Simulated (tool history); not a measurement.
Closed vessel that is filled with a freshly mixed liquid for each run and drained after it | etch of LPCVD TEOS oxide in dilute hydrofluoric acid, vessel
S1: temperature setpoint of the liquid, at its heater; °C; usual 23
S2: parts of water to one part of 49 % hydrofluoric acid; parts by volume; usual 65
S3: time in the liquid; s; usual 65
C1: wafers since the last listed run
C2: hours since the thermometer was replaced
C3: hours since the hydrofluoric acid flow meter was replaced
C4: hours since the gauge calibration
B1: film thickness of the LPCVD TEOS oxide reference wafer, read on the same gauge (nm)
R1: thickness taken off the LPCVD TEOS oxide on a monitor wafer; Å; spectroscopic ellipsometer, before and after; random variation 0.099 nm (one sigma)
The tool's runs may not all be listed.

{"run": 1, "day": 0.0, "S1": 23, "S2": 65, "S3": 40, "C1": 0, "C2": 694.9, "C3": 1541.1, "C4": 35.9, "B1": 99.98, "R1": 166.8}
{"run": 2, "day": 0.538, "S1": 23, "S2": 65, "S3": 40, "C1": 1078, "C2": 707.8, "C3": 1554, "C4": 48.8, "B1": 99.98, "R1": 167.6}
{"run": 3, "day": 1.258, "S1": 23, "S2": 65, "S3": 40, "C1": 1446, "C2": 725.1, "C3": 1571.3, "C4": 66.1, "B1": 99.98, "R1": 167.9}
{"day": 1.45, "done": "gauge calibrated"}
{"run": 4, "day": 1.712, "S1": 23, "S2": 65, "S3": 45, "C1": 911, "C2": 736, "C3": 1582.2, "C4": 6.3, "B1": 99.98, "R1": 188}
{"run": 5, "day": 2.017, "S1": 23, "S2": 65, "S3": 65, "C1": 610, "C2": 743.3, "C3": 1589.5, "C4": 13.6, "B1": 99.98, "R1": 273.3}
{"run": 6, "day": 2.379, "S1": 21, "S2": 65, "S3": 65, "C1": 727, "C2": 752, "C3": 1598.2, "C4": 22.3, "B1": 100.02, "R1": 252.3}
{"run": 7, "day": 2.75, "S1": 21, "S2": 65, "S3": 65, "C1": 744, "C2": 760.9, "C3": 1607.1, "C4": 31.2, "B1": 99.96, "R1": 252.2}
{"day": 2.842, "done": "thermometer replaced"}
{"run": 8, "day": 3.121, "S1": 21, "S2": 65, "S3": 65, "C1": 660, "C2": 6.7, "C3": 1616, "C4": 40.1, "B1": 100.01, "R1": 229.1}
{"run": 9, "day": 3.375, "S1": 25, "S2": 65, "S3": 90, "C1": 509, "C2": 12.8, "C3": 1622.1, "C4": 46.2, "B1": 99.98, "R1": 369.9}
{"run": 10, "day": 3.675, "S1": 20, "S2": 90, "S3": 55, "C1": 601, "C2": 20, "C3": 1629.3, "C4": 53.4, "B1": 100.06, "R1": 130}
{"day": 3.929, "done": "hydrofluoric acid flow meter replaced"}
{"run": 11, "day": 4.212, "S1": 23, "S2": 55, "S3": 95, "C1": 994, "C2": 32.9, "C3": 6.8, "C4": 66.3, "B1": 99.99, "R1": 438.1}
{"day": 4.488, "done": "gauge calibrated"}
{"run": 12, "day": 4.529, "S1": 23, "S2": 65, "S3": 65, "C1": 635, "C2": 40.5, "C3": 14.4, "C4": 1, "B1": 100.03, "R1": 248.7}
{"run": 13, "day": 4.871, "S1": 25.5, "S2": 40, "S3": 40, "C1": 685, "C2": 48.7, "C3": 22.6, "C4": 9.2, "B1": 99.99, "R1": 285.3}
{"run": 14, "day": 5.15, "S1": 23, "S2": 65, "S3": 85, "C1": 560, "C2": 55.4, "C3": 29.3, "C4": 15.9, "B1": 99.98, "R1": 327.1}
{"run": 15, "day": 5.738, "S1": 20.5, "S2": 75, "S3": 45, "C1": 1178, "C2": 69.5, "C3": 43.4, "C4": 30, "B1": 100.03, "R1": 133.5}
{"run": 16, "day": 6.271, "S1": 23, "S2": 45, "S3": 35, "C1": 1070, "C2": 82.3, "C3": 56.2, "C4": 42.8, "B1": 100.01, "R1": 200.1}
{"run": 17, "day": 6.642, "S1": 23, "S2": 65, "S3": 65, "C1": 744, "C2": 91.2, "C3": 65.1, "C4": 51.7, "B1": 100, "R1": 250.8}

Forecast each of these 5 alternatives for the next run:
{"run": "A", "day": 6.671, "S1": 23, "S2": 65, "S3": 65, "C1": 58, "C2": 91.9, "C3": 65.8, "C4": 52.4, "B1": "?", "R1": "?"}
{"run": "B", "day": 6.671, "S1": 20, "S2": 95, "S3": 105, "C1": 58, "C2": 91.9, "C3": 65.8, "C4": 52.4, "B1": "?", "R1": "?"}
{"run": "C", "day": 6.671, "S1": 26, "S2": 85, "S3": 95, "C1": 58, "C2": 91.9, "C3": 65.8, "C4": 52.4, "B1": "?", "R1": "?"}
{"run": "D", "day": 6.671, "S1": 23, "S2": 65, "S3": 30, "C1": 58, "C2": 91.9, "C3": 65.8, "C4": 52.4, "B1": "?", "R1": "?"}
{"run": "E", "day": 6.671, "S1": 20, "S2": 95, "S3": 30, "C1": 58, "C2": 91.9, "C3": 65.8, "C4": 52.4, "B1": "?", "R1": "?"}

run=A B1=99.96 R1=252.2
run=B B1=99.96 R1=237.8
run=C B1=99.96 R1=309.7
run=D B1=99.96 R1=116.4
run=E B1=99.96 R1=67.9
Without the tool's hidden state the same runs would have given:
run=A R1=249.3
run=B R1=235
run=C R1=306.3
run=D R1=115.1
run=E R1=67.2
